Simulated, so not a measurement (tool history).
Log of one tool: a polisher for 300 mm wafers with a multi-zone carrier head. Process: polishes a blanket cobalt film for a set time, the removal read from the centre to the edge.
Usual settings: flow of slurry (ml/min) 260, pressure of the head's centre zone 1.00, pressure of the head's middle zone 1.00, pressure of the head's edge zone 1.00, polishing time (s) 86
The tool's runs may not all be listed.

run	hour	flow of slurry (ml/min)	pressure of the head's centre zone	pressure of the head's middle zone	pressure of the head's edge zone	polishing time (s)	wafers since the last listed run	wafers polished on this pad	hours since the slurry nozzle was cleaned	hours since the centre zone pressure was calibrated	hours since the edge zone pressure was calibrated	hours since the carrier head's membrane was replaced	incoming thickness of the incoming film, nm	film removed at the wafer's centre (angstrom)	film removed at mid-radius (angstrom)	film removed at the wafer's edge (angstrom)
1	0.0	330	1.00	1.00	0.97	86	0	3134	244.5	1139.3	122.6	752.5	1170.3	3497	3690	3516
# hour 12.7: worn pad replaced by a new one
2	43.5	260	1.00	1.00	1.00	86	526	410	288.0	1182.8	166.1	796.0	1157.8	3846	3911	3917
3	83.5	260	1.00	1.00	1.00	86	533	943	328.0	1222.8	206.1	836.0	1185.2	3789	3964	3886
# hour 113.4: centre zone pressure recalibrated
4	124.0	260	1.00	0.97	1.00	86	513	1456	368.5	10.6	246.6	876.5	1161.1	3750	3814	3849
# hour 146.3: carrier head's membrane replaced by a new one
5	151.6	260	1.00	0.97	1.00	86	301	1757	396.1	38.2	274.2	5.3	1187.0	3749	3728	3799
6	200.0	260	1.00	1.00	1.00	86	645	2402	444.5	86.6	322.6	53.7	1162.9	3632	3813	3671
7	269.6	260	1.00	1.00	1.02	86	927	3330	514.1	156.2	392.2	123.3	1169.0	3353	3567	3467
# hour 278.2: worn pad replaced by a new one
8	302.8	260	1.00	1.00	1.00	86	389	327	547.3	189.4	425.4	156.5	1148.0	3777	3955	3850
9	331.2	215	1.00	0.90	1.00	86	378	705	575.7	217.8	453.8	184.9	1161.0	3684	3499	3797
10	355.5	180	1.00	1.12	1.00	86	323	1029	600.0	242.1	478.1	209.2	1150.9	3589	4191	3708
11	398.2	295	0.92	1.00	0.96	108	569	1598	642.7	284.8	520.8	251.9	1175.1	4316	4796	4672
# hour 562.7: worn pad replaced by a new one
# hour 565.5: edge zone pressure recalibrated
12	571.4	340	1.00	0.96	1.00	95	2228	89	815.9	458.0	5.9	425.1	1162.9	4341	4353	4370
# hour 623.4: slurry nozzle cleaned
13	637.2	260	1.00	1.00	1.00	86	863	953	13.8	523.8	71.7	490.9	1177.1	3731	3854	3849
14	705.6	315	1.00	0.90	1.00	86	911	1865	82.2	592.2	140.1	559.3	1179.7	3733	3484	3823
15	771.7	180	1.00	1.12	1.00	86	880	2745	148.3	658.3	206.2	625.4	1170.9	3372	3989	3511
16	811.1	235	1.00	1.11	1.00	86	525	3271	187.7	697.7	245.6	664.8	1166.1	3403	3754	3426
# hour 832.7: worn pad replaced by a new one
17	843.7	260	1.00	1.00	1.00	86	381	146	220.3	730.3	278.2	697.4	1160.5	3929	4030	3904
18	873.4	260	1.09	1.00	0.97	112	395	542	250.0	760.0	307.9	727.1	1162.7	5490	5112	4995
19	909.7	260	1.04	1.00	0.94	86	483	1026	286.3	796.3	344.2	763.4	1159.0	3959	3867	3836
20	937.2	210	1.10	1.00	1.06	112	366	1392	313.8	823.8	371.7	790.9	1187.1	5322	4946	5036
21	1000.4	330	1.00	1.00	0.90	78	842	2235	377.0	887.0	434.9	854.1	1163.4	3400	3462	3305

Forecast each of these 5 alternatives for the next run:
A	1000.8	260	1.00	1.00	1.00	109	5	2240	377.4	887.4	435.3	854.5	1172.1	?	?	?
B	1000.8	220	1.00	0.97	0.96	63	5	2240	377.4	887.4	435.3	854.5	1172.1	?	?	?
C	1000.8	335	1.00	1.00	1.00	86	5	2240	377.4	887.4	435.3	854.5	1172.1	?	?	?
D	1000.8	185	1.11	1.11	0.95	86	5	2240	377.4	887.4	435.3	854.5	1172.1	?	?	?
E	1000.8	260	1.00	1.07	0.97	101	5	2240	377.4	887.4	435.3	854.5	1172.1	?	?	?

run	film removed at the wafer's centre (angstrom)	film removed at mid-radius (angstrom)	film removed at the wafer's edge (angstrom)
A	4726	4786	4705
B	2684	2654	2651
C	3816	3856	3772
D	3993	3989	3552
E	4381	4697	4310
Without the tool's hidden state the same runs would have given:
run	film removed at the wafer's centre (angstrom)	film removed at mid-radius (angstrom)	film removed at the wafer's edge (angstrom)
A	5003	5067	4982
B	2841	2810	2807
C	4041	4083	3994
D	4228	4223	3761
E	4638	4973	4563
